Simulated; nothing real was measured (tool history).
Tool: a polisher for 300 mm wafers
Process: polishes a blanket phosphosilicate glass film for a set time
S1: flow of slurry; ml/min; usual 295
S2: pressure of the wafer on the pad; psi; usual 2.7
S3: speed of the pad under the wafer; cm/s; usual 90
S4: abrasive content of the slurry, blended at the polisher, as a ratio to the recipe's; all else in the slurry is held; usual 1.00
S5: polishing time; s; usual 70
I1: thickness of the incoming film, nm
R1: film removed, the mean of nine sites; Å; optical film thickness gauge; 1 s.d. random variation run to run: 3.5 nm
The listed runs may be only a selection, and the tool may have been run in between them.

Run 1, hour 0.0: usual settings but S2 3.4 psi, S3 80 cm/s; I1 3531.9. Result: R1 5013 Å.
Run 2, hour 64.7: usual settings but S2 3.4 psi, S3 80 cm/s; I1 3508.7. Result: R1 4807 Å.
Run 3, hour 104.8: usual settings but S2 3.4 psi, S3 80 cm/s; I1 3581.5. Result: R1 4836 Å.
At hour 112.8: slurry blender recalibrated.
At hour 143.9: conditioning disc replaced and pad reconditioned.
Run 4, hour 151.4: usual settings but S4 1.10; I1 3500.7. Result: R1 4463 Å.
At hour 175.2: worn pad replaced by a new one.
Run 5, hour 223.2: usual settings but S1 320 ml/min, S4 1.10; I1 3456.4. Result: R1 4416 Å.
At hour 241.8: head pressure recalibrated.
Run 6, hour 256.8: usual settings but S3 104 cm/s; I1 3533.7. Result: R1 5303 Å.
At hour 266.9: slurry blender recalibrated.
Run 7, hour 297.2: usual settings but S3 104 cm/s; I1 3497.2. Result: R1 5361 Å.
At hour 319.4: worn pad replaced by a new one.
Run 8, hour 338.9: usual settings but S1 255 ml/min; I1 3550.9. Result: R1 4726 Å.
Run 9, hour 400.9: usual settings but S2 2.0 psi, S4 1.25, S5 56 s; I1 3496.6. Result: R1 3079 Å.
At hour 420.7: slurry blender recalibrated.
At hour 440.6: conditioning disc replaced and pad reconditioned.
At hour 490.5: worn pad replaced by a new one.
Run 10, hour 499.3: usual settings but S3 106 cm/s; I1 3508.9. Result: R1 5556 Å.
At hour 537.0: slurry nozzle cleaned.
Run 11, hour 554.3: usual settings but S4 1.20; I1 3510.8. Result: R1 5048 Å.
At hour 596.1: slurry blender recalibrated.
At hour 629.7: worn pad replaced by a new one.
At hour 733.8: slurry blender recalibrated.
Run 12, hour 734.3: usual settings but S3 104 cm/s, S4 0.70; I1 3590.3. Result: R1 4508 Å.
Run 13, hour 772.4: usual settings; I1 3531.6. Result: R1 4482 Å.
Run 14, hour 804.4: usual settings but S1 195 ml/min, S2 3.1 psi; I1 3544.0. Result: R1 4846 Å.

Give the tool's hidden conditions for every run:
removal rate lost through wear of the pad, %: 0 at every run
slurry flow missing at the pad, %: 0 at every run
abrasive missing from the slurry, %: 0 at every run
H1: deviation of the head's pressure from its setpoint, %
H2: time polished since the conditioner stopped cutting, s
run       H1    H2
  1    -8.22  42.6
  2    -9.26  76.4
  3    -9.94   102
  4    -10.8  20.8
  5    -12.1  28.2
  6   0.0834  35.9
  7   0.0587  48.7
  8  0.00348  65.9
  9   -0.134  99.2
 10    -0.49  4.73
 11   -0.762    16
 12    -2.02   103
 13    -2.36   132
 14    -2.66   158

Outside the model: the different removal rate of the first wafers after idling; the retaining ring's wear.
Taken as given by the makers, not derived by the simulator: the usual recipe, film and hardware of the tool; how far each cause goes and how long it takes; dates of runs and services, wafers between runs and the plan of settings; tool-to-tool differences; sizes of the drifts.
